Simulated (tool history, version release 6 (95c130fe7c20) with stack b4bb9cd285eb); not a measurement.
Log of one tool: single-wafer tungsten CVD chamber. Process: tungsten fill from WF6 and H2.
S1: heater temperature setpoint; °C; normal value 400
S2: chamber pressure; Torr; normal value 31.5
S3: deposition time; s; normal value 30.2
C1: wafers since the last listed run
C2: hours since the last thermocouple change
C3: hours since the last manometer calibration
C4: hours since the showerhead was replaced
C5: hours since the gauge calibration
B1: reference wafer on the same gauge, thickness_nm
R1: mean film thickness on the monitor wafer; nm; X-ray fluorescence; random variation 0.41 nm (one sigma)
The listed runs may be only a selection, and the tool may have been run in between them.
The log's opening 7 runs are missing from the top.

{"run": 8, "day": 37.596, "S1": 400, "S2": 31.5, "S3": 30.2, "C1": 13058, "C2": 1185.8, "C3": 1310.7, "C4": 7344.4, "C5": 1471.3, "B1": 106.996, "R1": 89.551}
{"run": 9, "day": 41.538, "S1": 400, "S2": 31.5, "S3": 30.2, "C1": 3832, "C2": 1280.4, "C3": 1405.3, "C4": 7439.0, "C5": 1565.9, "B1": 106.978, "R1": 89.663}
{"run": 10, "day": 43.058, "S1": 400, "S2": 31.5, "S3": 30.2, "C1": 1478, "C2": 1316.9, "C3": 1441.8, "C4": 7475.5, "C5": 1602.4, "B1": 107.031, "R1": 89.632}
{"day": 44.471, "done": "thermocouple changed; heater temperature recalibrated"}
{"run": 11, "day": 45.921, "S1": 400, "S2": 27.4, "S3": 27.4, "C1": 2459, "C2": 34.8, "C3": 1510.5, "C4": 7544.2, "C5": 1671.1, "B1": 106.816, "R1": 73.97}
{"run": 12, "day": 48.571, "S1": 400, "S2": 27.4, "S3": 27.4, "C1": 2576, "C2": 98.4, "C3": 1574.1, "C4": 7607.8, "C5": 1734.7, "B1": 106.959, "R1": 74.205}
{"day": 48.658, "done": "gauge calibrated"}
{"run": 13, "day": 52.583, "S1": 400, "S2": 33.4, "S3": 30.2, "C1": 3901, "C2": 194.7, "C3": 1670.4, "C4": 7704.1, "C5": 94.2, "B1": 106.995, "R1": 92.371}
{"run": 14, "day": 55.638, "S1": 406, "S2": 31.5, "S3": 30.2, "C1": 2969, "C2": 268.0, "C3": 1743.7, "C4": 7777.4, "C5": 167.5, "B1": 107.04, "R1": 98.783}
{"run": 15, "day": 59.717, "S1": 394, "S2": 31.5, "S3": 30.2, "C1": 3966, "C2": 365.9, "C3": 1841.6, "C4": 7875.3, "C5": 265.4, "B1": 107.079, "R1": 81.428}
{"run": 16, "day": 63.717, "S1": 394, "S2": 31.5, "S3": 30.2, "C1": 3889, "C2": 461.9, "C3": 1937.6, "C4": 7971.3, "C5": 361.4, "B1": 106.964, "R1": 81.429}
{"day": 66.508, "done": "capacitance manometer re-zeroed and calibrated"}
{"run": 17, "day": 66.529, "S1": 407, "S2": 31.5, "S3": 30.2, "C1": 2410, "C2": 529.4, "C3": 0.5, "C4": 8038.8, "C5": 428.9, "B1": 107.175, "R1": 99.201}
{"run": 18, "day": 70.292, "S1": 400, "S2": 31.5, "S3": 30.2, "C1": 3658, "C2": 619.7, "C3": 90.8, "C4": 8129.1, "C5": 519.2, "B1": 106.906, "R1": 89.217}
{"run": 19, "day": 72.671, "S1": 400, "S2": 28.2, "S3": 30.2, "C1": 2313, "C2": 676.8, "C3": 147.9, "C4": 8186.2, "C5": 576.3, "B1": 106.859, "R1": 83.016}
{"day": 73.117, "done": "showerhead replaced"}
{"run": 20, "day": 76.954, "S1": 386, "S2": 31.5, "S3": 27.4, "C1": 3840, "C2": 779.6, "C3": 250.7, "C4": 92.1, "C5": 679.1, "B1": 106.953, "R1": 64.166}
{"run": 21, "day": 79.088, "S1": 392, "S2": 31.5, "S3": 25.7, "C1": 2074, "C2": 830.8, "C3": 301.9, "C4": 143.3, "C5": 730.3, "B1": 107.061, "R1": 66.807}
{"run": 22, "day": 81.667, "S1": 400, "S2": 27.1, "S3": 30.2, "C1": 2507, "C2": 892.7, "C3": 363.8, "C4": 205.2, "C5": 792.2, "B1": 107.051, "R1": 80.745}
{"run": 23, "day": 85.983, "S1": 404, "S2": 31.5, "S3": 30.2, "C1": 4197, "C2": 996.3, "C3": 467.4, "C4": 308.8, "C5": 895.8, "B1": 107.013, "R1": 95.034}
{"run": 24, "day": 89.783, "S1": 406, "S2": 36.7, "S3": 30.2, "C1": 3695, "C2": 1087.5, "C3": 558.6, "C4": 400.0, "C5": 987.0, "B1": 107.014, "R1": 107.606}

Forecast run 25:
{"run": 25, "day": 91.817, "S1": 400, "S2": 34.8, "S3": 30.2, "C1": 1977, "C2": 1136.3, "C3": 607.4, "C4": 448.8, "C5": 1035.8, "B1": "?", "R1": "?"}

For run 25 the tool returned B1 106.925, R1 95.641 nm.
With no hidden state in the tool, this same run would have given R1 95.641 nm.
